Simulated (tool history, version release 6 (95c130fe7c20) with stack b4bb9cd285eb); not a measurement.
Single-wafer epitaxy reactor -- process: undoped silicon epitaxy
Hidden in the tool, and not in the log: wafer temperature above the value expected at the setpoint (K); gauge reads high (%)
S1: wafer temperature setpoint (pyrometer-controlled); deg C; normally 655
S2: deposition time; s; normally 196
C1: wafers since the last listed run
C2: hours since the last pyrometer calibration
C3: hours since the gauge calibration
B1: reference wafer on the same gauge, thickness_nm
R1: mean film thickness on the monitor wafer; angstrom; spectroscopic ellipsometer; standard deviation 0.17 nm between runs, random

Run 1, hour 0: usual settings but S2 206 s; C1 0; C2 655.9; C3 1701.8; B1 33.075. Result: R1 344.49 angstrom.
Run 2, hour 50.6: usual settings; C1 315; C2 706.5; C3 1752.4; B1 33.194. Result: R1 332.87 angstrom.
Run 3, hour 88.8: usual settings but S1 666 deg C, S2 222 s; C1 237; C2 744.7; C3 1790.6; B1 33.057. Result: R1 463.46 angstrom.
Run 4, hour 187.4: usual settings but S1 666 deg C, S2 222 s; C1 613; C2 843.3; C3 1889.2; B1 33.108. Result: R1 458.55 angstrom.
Run 5, hour 254.8: usual settings but S1 662 deg C; C1 419; C2 910.7; C3 1956.6; B1 33.046. Result: R1 378.08 angstrom.
Run 6, hour 322.1: usual settings but S1 645 deg C; C1 418; C2 978; C3 2023.9; B1 33.065. Result: R1 271.97 angstrom.
Run 7, hour 389.1: usual settings; C1 417; C2 1045; C3 2090.9; B1 33.121. Result: R1 329.04 angstrom.
Run 8, hour 453.1: usual settings; C1 398; C2 1109; C3 2154.9; B1 33.028. Result: R1 327.65 angstrom.
Run 9, hour 519.9: usual settings but S1 648 deg C, S2 221 s; C1 415; C2 1175.8; C3 2221.7; B1 33.087. Result: R1 326.48 angstrom.
Run 10, hour 607.9: usual settings but S1 646 deg C; C1 547; C2 1263.8; C3 2309.7; B1 33.032. Result: R1 276.2 angstrom.
Run 11, hour 652.9: usual settings but S2 211 s; C1 280; C2 1308.8; C3 2354.7; B1 33.202. Result: R1 356.31 angstrom.
Run 12, hour 701.3: usual settings; C1 301; C2 1357.2; C3 2403.1; B1 33.056. Result: R1 329.86 angstrom.
Run 13, hour 779.3: usual settings; C1 485; C2 1435.2; C3 2481.1; B1 33.116. Result: R1 329 angstrom.
Run 14, hour 883.7: usual settings; C1 649; C2 1539.6; C3 2585.5; B1 33.069. Result: R1 326.64 angstrom.
Run 15, hour 981.7: usual settings; C1 610; C2 1637.6; C3 2683.5; B1 33.035. Result: R1 329.68 angstrom.
Run 16, hour 1038.9: usual settings; C1 356; C2 1694.8; C3 2740.7; B1 33.094. Result: R1 326.8 angstrom.
Run 17, hour 1122.9: usual settings; C1 522; C2 1778.8; C3 2824.7; B1 33.067. Result: R1 328.28 angstrom.
Run 18, hour 1186.2: usual settings but S1 652 deg C; C1 394; C2 1842.1; C3 2888; B1 33.117. Result: R1 309.77 angstrom.
At hour 1221.1: gauge calibrated.
Run 19, hour 1281: usual settings; C1 590; C2 1936.9; C3 59.9; B1 33.059. Result: R1 324.02 angstrom.
Run 20, hour 1361.9: usual settings; C1 503; C2 2017.8; C3 140.8; B1 33.079. Result: R1 328.51 angstrom.
Run 21, hour 1418.9: usual settings but S1 664 deg C, S2 234 s; C1 354; C2 2074.8; C3 197.8; B1 33.161. Result: R1 465.23 angstrom.
Run 22, hour 1526: usual settings but S1 650 deg C, S2 183 s; C1 666; C2 2181.9; C3 304.9; B1 33.05. Result: R1 277.47 angstrom.
At hour 1582: pyrometer calibrated.
Run 23, hour 1582.5: usual settings but S1 642 deg C, S2 176 s; C1 301; C2 0.5; C3 361.4; B1 33.164. Result: R1 255.51 angstrom.
Run 24, hour 1833: usual settings but S1 670 deg C; C1 1559; C2 251; C3 611.9; B1 33.099. Result: R1 473.94 angstrom.
Run 25, hour 1882.6: usual settings; C1 308; C2 300.6; C3 661.5; B1 33.073. Result: R1 357.97 angstrom.
Run 26, hour 1942.9: usual settings but S1 650 deg C, S2 183 s; C1 375; C2 360.9; C3 721.8; B1 33.098. Result: R1 303.23 angstrom.
Run 27, hour 2016.1: usual settings but S1 659 deg C, S2 168 s; C1 455; C2 434.1; C3 795; B1 33.11. Result: R1 331.01 angstrom.
Run 28, hour 2082.2: usual settings but S1 647 deg C; C1 411; C2 500.2; C3 861.1; B1 33.164. Result: R1 304.47 angstrom.
Run 29, hour 2178.9: usual settings; C1 602; C2 596.9; C3 957.8; B1 33.066. Result: R1 351.49 angstrom.
Run 30, hour 2243.4: usual settings but S1 661 deg C; C1 401; C2 661.4; C3 1022.3; B1 33.09. Result: R1 400.75 angstrom.
At hour 2291: pyrometer calibrated, repeated, since the last time left the tool worse.
Run 31, hour 2309.8: usual settings but S1 669 deg C; C1 363; C2 18.8; C3 1088.7; B1 33.099. Result: R1 440.57 angstrom.
Run 32, hour 2416.9: usual settings but S1 659 deg C, S2 159 s; C1 666; C2 125.9; C3 1195.8; B1 33.169. Result: R1 292.87 angstrom.
Run 33, hour 2726.5: usual settings; C1 1927; C2 435.5; C3 1505.4; B1 33.089. Result: R1 332.43 angstrom.
Run 34, hour 2805: usual settings but S1 648 deg C; C1 488; C2 514; C3 1583.9; B1 33.13. Result: R1 290.45 angstrom.
Run 35, hour 2903.4: usual settings but S1 660 deg C, S2 180 s; C1 612; C2 612.4; C3 1682.3; B1 33.136. Result: R1 336.26 angstrom.
Run 36, hour 2960.1: usual settings; C1 352; C2 669.1; C3 1739; B1 33.085. Result: R1 332.51 angstrom.
Run 37, hour 3051.2: usual settings but S1 642 deg C, S2 177 s; C1 567; C2 760.2; C3 1830.1; B1 33.058. Result: R1 232.15 angstrom.
Run 38, hour 3092.2: usual settings; C1 255; C2 801.2; C3 1871.1; B1 33.064. Result: R1 329.15 angstrom.
Run 39, hour 3143.1: usual settings; C1 316; C2 852.1; C3 1922; B1 33.091. Result: R1 330.69 angstrom.
Run 40, hour 3216.5: usual settings but S2 213 s; C1 456; C2 925.5; C3 1995.4; B1 33.127. Result: R1 359.98 angstrom.
Run 41, hour 3313.4: usual settings but S1 663 deg C, S2 169 s; C1 603; C2 1022.4; C3 2092.3; B1 33.089. Result: R1 332.17 angstrom.

Predict each of these 4 candidate next runs independently; none follows another, all start after run 41:
Run A, hour 3313.9: usual settings but S2 175 s; C1 3; C2 1022.9; C3 2092.8; B1 ?. Result: R1 ?.
Run B, hour 3313.9: usual settings but S2 233 s; C1 3; C2 1022.9; C3 2092.8; B1 ?. Result: R1 ?.
Run C, hour 3313.9: usual settings but S1 667 deg C; C1 3; C2 1022.9; C3 2092.8; B1 ?. Result: R1 ?.
Run D, hour 3313.9: usual settings but S1 660 deg C, S2 177 s; C1 3; C2 1022.9; C3 2092.8; B1 ?. Result: R1 ?.

run      B1      R1
  A  33.084  297.25
  B  33.084  395.77
  C  33.084  417.18
  D  33.084  330.49
What these runs would have given with no unlogged condition in the tool:
run      R1
  A   304.7
  B  405.68
  C  427.39
  D  338.69
